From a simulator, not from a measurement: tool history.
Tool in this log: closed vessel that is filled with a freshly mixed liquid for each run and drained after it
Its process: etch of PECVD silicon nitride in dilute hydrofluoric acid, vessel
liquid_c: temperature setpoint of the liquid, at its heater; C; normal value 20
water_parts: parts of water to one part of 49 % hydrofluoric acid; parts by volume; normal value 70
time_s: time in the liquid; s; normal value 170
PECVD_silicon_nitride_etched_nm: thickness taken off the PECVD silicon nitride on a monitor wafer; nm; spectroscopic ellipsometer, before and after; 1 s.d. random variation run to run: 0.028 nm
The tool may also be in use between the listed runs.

run,hour,liquid_c,water_parts,time_s,wafers since the last listed run,hours since the thermometer was replaced,hours since the hydrofluoric acid flow meter was replaced,hours since the gauge calibration,"read-back film thickness of the PECVD silicon nitride reference wafer, read on the same gauge (nm)",PECVD_silicon_nitride_etched_nm
1,0,20,70,170,0,272.3,612.4,572.1,150.01,7.39
2,26.2,20,70,170,1476,298.5,638.6,598.3,149.97,7.46
3,46,20,70,170,1116,318.3,658.4,618.1,150.02,7.35
4,69.9,20,70,170,1347,342.2,682.3,642,149.94,7.39
5,94.5,20,70,170,1386,366.8,706.9,666.6,150.02,7.33
6,123.6,20,70,170,1640,395.9,736,695.7,150.07,7.35
7,212,20,70,170,4983,484.3,824.4,784.1,149.93,7.39
8,228.3,20,70,140,918,500.6,840.7,800.4,150.07,6.08
9,260.4,20,70,140,1809,532.7,872.8,832.5,150.03,6.06
# hour 280.5: thermometer replaced
10,281.2,20,70,170,1116,0.7,893.6,853.3,150.04,7.53
11,315.8,20,70,170,1950,35.3,928.2,887.9,150,7.53
12,334.4,20,70,170,1048,53.9,946.8,906.5,149.96,7.55
13,364.2,20,70,230,1679,83.7,976.6,936.3,150.03,10.18
14,385.5,20,70,230,1200,105,997.9,957.6,149.98,10.16
# hour 396.9: gauge calibrated
15,410,20,70,170,1381,129.5,1022.4,13.1,149.96,7.53
16,438.8,20,70,170,1623,158.3,1051.2,41.9,150.06,7.56
17,469.6,20,70,170,1736,189.1,1082,72.7,149.97,7.54
18,505.5,24.5,50,170,2023,225,1117.9,108.6,149.99,14.32
19,531.7,20,70,70,1476,251.2,1144.1,134.8,150.03,3.11
20,545,20,100,170,749,264.5,1157.4,148.1,150.03,5.33
21,566.7,20,70,170,1223,286.2,1179.1,169.8,150.03,7.54
22,592.5,23.5,50,230,1454,312,1204.9,195.6,150.02,17.88
# hour 596.1: hydrofluoric acid flow meter replaced
23,617.1,20,70,170,1330,336.6,21,220.2,149.99,7.16
24,651.1,23,70,105,1916,370.6,55,254.2,149.97,5.41
25,676.2,21.5,85,170,1414,395.7,80.1,279.3,149.96,6.53
26,692.6,23,85,80,924,412.1,96.5,295.7,150,3.41
27,719.5,17,95,170,1516,439,123.4,322.6,150,4.29
28,737.2,20,45,230,997,456.7,141.1,340.3,150.02,14.93
29,761.1,20,70,170,1347,480.6,165,364.2,150.01,7.22

5 options for the next run, each taken on its own from the tool as it stands now. Forecast them:
A,761.8,20,70,170,39,481.3,165.7,364.9,?,?
B,761.8,17,70,95,39,481.3,165.7,364.9,?,?
C,761.8,17,80,225,39,481.3,165.7,364.9,?,?
D,761.8,17,70,90,39,481.3,165.7,364.9,?,?
E,761.8,17.5,35,100,39,481.3,165.7,364.9,?,?

run,"read-back film thickness of the PECVD silicon nitride reference wafer, read on the same gauge (nm)",PECVD_silicon_nitride_etched_nm
A,149.98,7.17
B,149.98,3.25
C,149.98,6.76
D,149.98,3.08
E,149.98,6.93
With the hidden condition removed and each run's random variation left untouched, the same runs would have given:
run,PECVD_silicon_nitride_etched_nm
A,7.3
B,3.31
C,6.89
D,3.14
E,7.06
